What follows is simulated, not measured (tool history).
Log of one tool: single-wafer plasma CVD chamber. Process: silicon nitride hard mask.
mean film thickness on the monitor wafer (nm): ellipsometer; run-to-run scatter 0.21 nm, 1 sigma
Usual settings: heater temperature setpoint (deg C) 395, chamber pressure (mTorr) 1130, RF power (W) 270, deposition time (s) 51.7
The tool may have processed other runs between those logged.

| run | day | heater temperature setpoint (deg C) | chamber pressure (mTorr) | RF power (W) | deposition time (s) | read-back reference wafer on the same gauge, thickness_nm | mean film thickness on the monitor wafer (nm) |
|---|---|---|---|---|---|---|---|
| 1 | 0.000 | 395 | 1130 | 300 | 51.7 | 46.494 | 45.356 |
| 2 | 2.975 | 395 | 1220 | 270 | 51.7 | 46.504 | 43.817 |
| 3 | 4.575 | 395 | 1220 | 270 | 51.7 | 46.529 | 43.963 |
| 4 | 6.712 | 395 | 1220 | 270 | 51.7 | 46.536 | 43.946 |
| 5 | 10.558 | 395 | 1130 | 270 | 51.7 | 46.534 | 42.910 |
| 6 | 14.412 | 395 | 1130 | 270 | 51.7 | 46.466 | 42.647 |
| 7 | 18.496 | 395 | 1130 | 270 | 51.7 | 46.455 | 42.863 |
|  | 19.179 | RF generator calibrated |
| 8 | 21.871 | 395 | 1130 | 270 | 51.7 | 46.491 | 45.093 |
| 9 | 24.933 | 395 | 1130 | 270 | 51.7 | 46.498 | 45.166 |
| 10 | 27.562 | 395 | 1130 | 270 | 51.7 | 46.477 | 44.535 |
| 11 | 29.546 | 395 | 1260 | 230 | 51.7 | 46.495 | 41.866 |
|  | 32.288 | showerhead replaced |
| 12 | 32.967 | 395 | 1260 | 230 | 51.7 | 46.455 | 41.603 |
| 13 | 37.008 | 390 | 1300 | 320 | 51.7 | 46.495 | 50.231 |
| 14 | 40.142 | 386 | 1330 | 290 | 58.3 | 46.502 | 53.687 |
|  | 42.633 | thermocouple changed; heater temperature recalibrated |
| 15 | 44.083 | 395 | 1130 | 270 | 51.7 | 46.481 | 44.197 |
|  | 44.496 | capacitance manometer re-zeroed and calibrated |
|  | 45.733 | gauge calibrated |
| 16 | 45.942 | 390 | 1300 | 320 | 51.7 | 46.501 | 49.403 |
| 17 | 48.783 | 395 | 870 | 305 | 51.7 | 46.483 | 43.856 |
| 18 | 51.729 | 395 | 1130 | 270 | 46.2 | 46.511 | 39.174 |
| 19 | 55.125 | 395 | 1130 | 270 | 57.8 | 46.487 | 48.646 |
| 20 | 58.217 | 395 | 1130 | 235 | 51.7 | 46.526 | 40.601 |
| 21 | 62.562 | 395 | 1130 | 270 | 51.7 | 46.534 | 43.139 |
| 22 | 65.733 | 404 | 850 | 235 | 47.0 | 46.455 | 34.460 |
| 23 | 68.383 | 395 | 1400 | 270 | 51.7 | 46.521 | 45.398 |
| 24 | 72.667 | 389 | 1130 | 310 | 51.7 | 46.491 | 46.939 |
| 25 | 75.571 | 381 | 1130 | 270 | 48.8 | 46.468 | 40.866 |
| 26 | 77.600 | 395 | 1130 | 270 | 51.7 | 46.526 | 43.305 |
| 27 | 81.225 | 395 | 1130 | 270 | 51.7 | 46.477 | 43.123 |
| 28 | 83.583 | 395 | 1130 | 270 | 51.7 | 46.450 | 43.011 |

Predict each of these 4 candidate next runs independently; none follows another, all start after run 28:
| A | 83.600 | 395 | 1130 | 255 | 51.7 | ? | ? |
| B | 83.600 | 391 | 1050 | 270 | 51.7 | ? | ? |
| C | 83.600 | 389 | 1130 | 270 | 51.7 | ? | ? |
| D | 83.600 | 395 | 980 | 270 | 51.7 | ? | ? |

| run | read-back reference wafer on the same gauge, thickness_nm | mean film thickness on the monitor wafer (nm) |
|---|---|---|
| A | 46.504 | 42.349 |
| B | 46.504 | 43.075 |
| C | 46.504 | 43.807 |
| D | 46.504 | 42.377 |
Stripped of hidden state, with their random variation kept, the same runs would have yielded:
| run | mean film thickness on the monitor wafer (nm) |
|---|---|
| A | 44.366 |
| B | 45.127 |
| C | 45.894 |
| D | 44.396 |
